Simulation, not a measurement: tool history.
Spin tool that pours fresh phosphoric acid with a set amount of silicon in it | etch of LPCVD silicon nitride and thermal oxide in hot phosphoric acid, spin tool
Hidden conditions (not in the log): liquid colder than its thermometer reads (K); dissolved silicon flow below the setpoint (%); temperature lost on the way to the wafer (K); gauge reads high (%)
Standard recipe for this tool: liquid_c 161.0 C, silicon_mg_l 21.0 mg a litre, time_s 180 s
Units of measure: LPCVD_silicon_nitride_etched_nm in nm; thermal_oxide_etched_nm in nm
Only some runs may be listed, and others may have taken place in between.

run,hour,liquid_c,silicon_mg_l,time_s,wafers since the last listed run,hours since the thermometer was replaced,hours since the dissolved silicon flow meter was replaced,hours since the heated supply line was repaired,hours since the gauge calibration,"read-back film thickness of the LPCVD silicon nitride reference wafer, read on the same gauge (nm)","read-back film thickness of the thermal oxide reference wafer, read on the same gauge (nm)",LPCVD_silicon_nitride_etched_nm,thermal_oxide_etched_nm
1,0.0,161.0,21.0,180,0,2158.5,882.9,388.9,1933.4,50.01,119.967,15.37,0.324
2,45.8,161.0,21.0,180,309,2204.3,928.7,434.7,1979.2,50.00,120.004,15.08,0.305
3,129.3,162.5,31.5,180,565,2287.8,1012.2,518.2,2062.7,49.99,119.983,15.95,0.227
4,189.3,161.0,21.0,180,406,2347.8,1072.2,578.2,2122.7,49.99,120.011,15.44,0.286
5,242.6,161.0,21.0,180,360,2401.1,1125.5,631.5,2176.0,49.98,120.002,15.09,0.275
6,292.4,164.0,32.0,180,337,2450.9,1175.3,681.3,2225.8,50.01,119.995,16.80,0.220
7,344.0,161.0,21.0,180,349,2502.5,1226.9,732.9,2277.4,50.02,119.992,15.10,0.289
8,381.0,162.0,37.0,110,250,2539.5,1263.9,769.9,2314.4,50.03,119.997,9.49,0.087
# hour 432.3: thermometer replaced
9,447.7,158.5,13.5,215,444,15.4,1330.6,836.6,2381.1,50.00,119.970,16.75,0.387
# hour 468.1: gauge calibrated
10,488.1,161.0,21.0,285,273,55.8,1371.0,877.0,20.0,50.00,119.998,23.85,0.478
11,548.0,162.0,33.5,85,405,115.7,1430.9,936.9,79.9,50.01,119.973,7.32,0.092
12,614.2,161.0,21.0,180,448,181.9,1497.1,1003.1,146.1,49.99,120.022,14.83,0.263
13,680.3,161.0,21.0,180,447,248.0,1563.2,1069.2,212.2,49.99,120.002,14.93,0.277
14,778.9,160.0,16.0,100,667,346.6,1661.8,1167.8,310.8,49.99,119.973,7.93,0.187
15,819.0,161.0,21.0,275,271,386.7,1701.9,1207.9,350.9,50.01,120.004,22.52,0.439
16,907.7,159.0,28.0,145,600,475.4,1790.6,1296.6,439.6,50.00,119.985,10.87,0.134
17,969.0,161.0,21.0,180,414,536.7,1851.9,1357.9,500.9,50.02,119.999,14.93,0.262
18,1051.3,161.0,21.0,70,557,619.0,1934.2,1440.2,583.2,49.99,120.036,5.74,0.096
19,1122.4,159.5,21.0,180,481,690.1,2005.3,1511.3,654.3,50.00,119.991,13.69,0.261
20,1178.7,161.0,21.0,180,381,746.4,2061.6,1567.6,710.6,49.99,120.001,14.54,0.269
21,1283.6,163.0,37.0,90,709,851.3,2166.5,1672.5,815.5,50.01,119.961,7.78,0.076
22,1334.5,161.0,21.0,180,344,902.2,2217.4,1723.4,866.4,50.01,120.003,14.66,0.248

Alternative continuations, all from the tool just after run 22; predict every row:
A,1335.0,161.0,21.0,290,3,902.7,2217.9,1723.9,866.9,?,?,?,?
B,1335.0,162.0,32.5,230,3,902.7,2217.9,1723.9,866.9,?,?,?,?
C,1335.0,164.0,29.0,90,3,902.7,2217.9,1723.9,866.9,?,?,?,?
D,1335.0,160.0,11.0,270,3,902.7,2217.9,1723.9,866.9,?,?,?,?

run,"read-back film thickness of the LPCVD silicon nitride reference wafer, read on the same gauge (nm)","read-back film thickness of the thermal oxide reference wafer, read on the same gauge (nm)",LPCVD_silicon_nitride_etched_nm,thermal_oxide_etched_nm
A,49.99,119.992,23.10,0.395
B,49.99,119.992,18.95,0.223
C,49.99,119.992,7.93,0.117
D,49.99,119.992,20.79,0.442
Had the tool no hidden state, the same runs would have come out as:
run,LPCVD_silicon_nitride_etched_nm,thermal_oxide_etched_nm
A,24.90,0.466
B,20.42,0.264
C,8.54,0.138
D,22.42,0.522
